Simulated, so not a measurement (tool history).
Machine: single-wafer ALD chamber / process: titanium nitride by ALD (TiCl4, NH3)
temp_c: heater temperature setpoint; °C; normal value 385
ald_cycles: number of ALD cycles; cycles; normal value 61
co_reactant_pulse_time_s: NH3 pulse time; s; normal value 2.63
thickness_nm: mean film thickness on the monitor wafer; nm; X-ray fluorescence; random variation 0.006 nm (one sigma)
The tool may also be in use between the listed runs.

| run | hour | temp_c | ald_cycles | co_reactant_pulse_time_s | read-back reference wafer on the same gauge, thickness_nm | thickness_nm |
|---|---|---|---|---|---|---|
| 1 | 0.0 | 389 | 61 | 3.30 | 1.287 | 1.305 |
| 2 | 35.0 | 385 | 55 | 2.13 | 1.286 | 1.140 |
| 3 | 75.3 | 385 | 55 | 2.13 | 1.287 | 1.154 |
| 4 | 127.0 | 385 | 55 | 2.13 | 1.287 | 1.152 |
| 5 | 182.9 | 385 | 61 | 3.44 | 1.288 | 1.301 |
| 6 | 224.1 | 385 | 61 | 3.24 | 1.286 | 1.303 |
| 7 | 288.0 | 385 | 61 | 3.24 | 1.291 | 1.295 |
| 8 | 355.9 | 385 | 61 | 2.63 | 1.288 | 1.281 |
| 9 | 425.2 | 385 | 53 | 2.63 | 1.289 | 1.114 |
| 10 | 483.8 | 385 | 53 | 2.63 | 1.291 | 1.113 |
|  | 511.2 | gauge calibrated |
| 11 | 553.3 | 385 | 61 | 2.63 | 1.240 | 1.229 |
| 12 | 611.4 | 385 | 61 | 2.63 | 1.245 | 1.236 |
| 13 | 772.3 | 385 | 61 | 2.63 | 1.258 | 1.246 |
| 14 | 811.1 | 385 | 61 | 2.63 | 1.262 | 1.267 |
| 15 | 880.7 | 379 | 61 | 2.63 | 1.264 | 1.244 |
| 16 | 941.9 | 385 | 54 | 3.24 | 1.267 | 1.133 |
| 17 | 1001.6 | 385 | 61 | 2.63 | 1.271 | 1.261 |
|  | 1040.2 | thermocouple changed; heater temperature recalibrated |
| 18 | 1072.5 | 385 | 61 | 2.63 | 1.273 | 1.265 |
| 19 | 1100.3 | 385 | 55 | 2.13 | 1.274 | 1.131 |
| 20 | 1169.3 | 385 | 61 | 2.63 | 1.276 | 1.267 |
| 21 | 1214.7 | 389 | 61 | 3.30 | 1.278 | 1.297 |
| 22 | 1247.9 | 395 | 70 | 2.63 | 1.280 | 1.478 |
| 23 | 1325.9 | 385 | 61 | 2.63 | 1.282 | 1.275 |
| 24 | 1390.9 | 376 | 53 | 2.63 | 1.282 | 1.101 |
| 25 | 1440.6 | 391 | 58 | 2.33 | 1.283 | 1.206 |
| 26 | 1488.7 | 394 | 61 | 2.63 | 1.287 | 1.284 |
| 27 | 1532.3 | 385 | 61 | 3.43 | 1.285 | 1.299 |
|  | 1546.7 | showerhead replaced |
| 28 | 1561.5 | 397 | 61 | 1.98 | 1.287 | 1.282 |
| 29 | 1601.9 | 375 | 49 | 2.01 | 1.288 | 1.002 |
| 30 | 1647.2 | 376 | 53 | 2.63 | 1.288 | 1.108 |
| 31 | 1686.3 | 385 | 61 | 2.63 | 1.289 | 1.287 |
| 32 | 1739.4 | 389 | 52 | 2.63 | 1.289 | 1.099 |
| 33 | 1801.8 | 380 | 61 | 2.17 | 1.290 | 1.279 |
| 34 | 1857.3 | 385 | 61 | 2.63 | 1.290 | 1.294 |
| 35 | 1914.9 | 373 | 61 | 2.63 | 1.293 | 1.271 |
| 36 | 1947.7 | 385 | 66 | 2.63 | 1.292 | 1.397 |
| 37 | 1976.5 | 385 | 61 | 2.96 | 1.294 | 1.293 |
| 38 | 2007.7 | 394 | 66 | 2.31 | 1.294 | 1.407 |
| 39 | 2055.1 | 380 | 61 | 2.17 | 1.291 | 1.267 |
| 40 | 2088.2 | 375 | 49 | 3.03 | 1.292 | 1.042 |

Alternative continuations, all from the tool just after run 40; predict every row:
| A | 2088.7 | 385 | 61 | 2.63 | ? | ? |
| B | 2088.7 | 375 | 66 | 3.26 | ? | ? |
| C | 2088.7 | 389 | 58 | 2.90 | ? | ? |
| D | 2088.7 | 373 | 49 | 2.63 | ? | ? |

| run | read-back reference wafer on the same gauge, thickness_nm | thickness_nm |
|---|---|---|
| A | 1.294 | 1.294 |
| B | 1.294 | 1.404 |
| C | 1.294 | 1.240 |
| D | 1.294 | 1.027 |
Without the tool's hidden state the same runs would have given:
| run | thickness_nm |
|---|---|
| A | 1.240 |
| B | 1.346 |
| C | 1.188 |
| D | 0.984 |
